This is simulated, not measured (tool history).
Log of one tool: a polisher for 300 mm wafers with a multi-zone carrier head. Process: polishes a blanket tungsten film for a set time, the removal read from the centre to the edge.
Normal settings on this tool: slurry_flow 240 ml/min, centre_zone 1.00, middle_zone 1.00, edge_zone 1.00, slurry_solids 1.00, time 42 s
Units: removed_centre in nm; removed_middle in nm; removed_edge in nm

run   hour  slurry_flow  centre_zone  middle_zone  edge_zone  slurry_solids  time  incoming thickness of the incoming film, nm  removed_centre  removed_middle  removed_edge
  1    0.0          240         1.00         1.00       1.00           1.00    42                                       1222.9           253.3           263.6         271.6
  2    7.0          240         1.00         1.00       1.00           1.00    42                                       1195.2           251.3           261.1         272.9
  3   14.8          240         1.00         1.00       1.00           1.00    42                                       1197.8           250.6           261.1         277.4
  4   21.5          240         1.00         1.00       1.00           1.00    42                                       1201.8           252.4           263.5         274.8
  5   34.9          240         1.00         1.00       1.00           1.00    42                                       1202.6           252.6           260.0         267.8
      41.0  -- worn pad replaced by a new one
  6   41.5          240         1.00         1.00       1.00           1.00    42                                       1220.7           248.9           261.1         268.2
  7   48.5          300         1.00         1.00       1.00           1.00    42                                       1216.7           263.4           271.2         280.7
  8   70.1          300         1.00         1.00       1.00           1.00    42                                       1209.1           264.8           271.3         279.2
      86.3  -- edge zone pressure recalibrated
      88.0  -- carrier head's membrane replaced by a new one
  9   88.5          240         1.00         0.91       1.00           1.00    50                                       1204.2           297.5           285.2         318.5
 10   92.0          240         1.00         0.91       1.00           1.00    50                                       1206.5           299.1           283.8         322.2
 11   99.4          240         1.00         0.92       1.00           0.85    42                                       1233.2           240.8           232.5         260.3
     109.1  -- worn pad replaced by a new one
 12  113.7          210         1.00         1.09       1.00           0.85    42                                       1204.3           233.0           264.5         249.2
 13  127.4          240         1.00         1.05       1.00           1.20    51                                       1192.9           310.9           342.8         335.9
 14  136.7          240         1.00         1.00       1.00           1.00    42                                       1216.7           246.3           258.3         266.6
 15  150.4          160         1.00         0.90       1.00           1.00    30                                       1196.2           155.2           148.1         173.7
     157.1  -- centre zone pressure recalibrated
     167.3  -- worn pad replaced by a new one
     196.6  -- slurry nozzle cleaned
 16  197.1          240         1.00         1.00       1.00           1.00    42                                       1235.4           276.0           278.7         285.0
 17  210.2          240         1.00         0.96       1.00           1.25    36                                       1228.8           242.8           243.8         254.6
 18  217.0          170         0.92         1.00       1.03           0.90    42                                       1214.2           227.9           257.4         270.0
     228.2  -- worn pad replaced by a new one
 19  228.7          270         1.05         0.88       1.00           1.00    42                                       1231.8           294.0           258.6         288.0
 20  238.6          240         1.00         1.00       1.00           1.20    42                                       1222.0           284.2           288.3         295.3
 21  251.2          240         1.00         1.07       1.00           1.00    47                                       1192.9           298.8           329.4         320.4
 22  263.3          240         1.00         1.00       0.93           0.90    42                                       1219.2           260.4           267.6         273.1

3 ways to go on from here, each from the tool as it stands after run 22. What would each give?
  A  263.7          240         1.00         1.00       1.11           1.00    42                                       1227.8               ?               ?             ?
  B  263.7          240         1.00         0.89       1.11           0.80    47                                       1227.8               ?               ?             ?
  C  263.7          240         1.00         0.93       1.00           1.00    42                                       1227.8               ?               ?             ?

run  removed_centre  removed_middle  removed_edge
  A           268.4           278.3         294.1
  B           287.2           270.4         315.5
  C           268.2           261.9         279.5
With no hidden state in the tool, these same runs would have given:
run  removed_centre  removed_middle  removed_edge
  A           278.1           287.3         301.2
  B           297.7           279.2         323.0
  C           278.0           270.4         286.3

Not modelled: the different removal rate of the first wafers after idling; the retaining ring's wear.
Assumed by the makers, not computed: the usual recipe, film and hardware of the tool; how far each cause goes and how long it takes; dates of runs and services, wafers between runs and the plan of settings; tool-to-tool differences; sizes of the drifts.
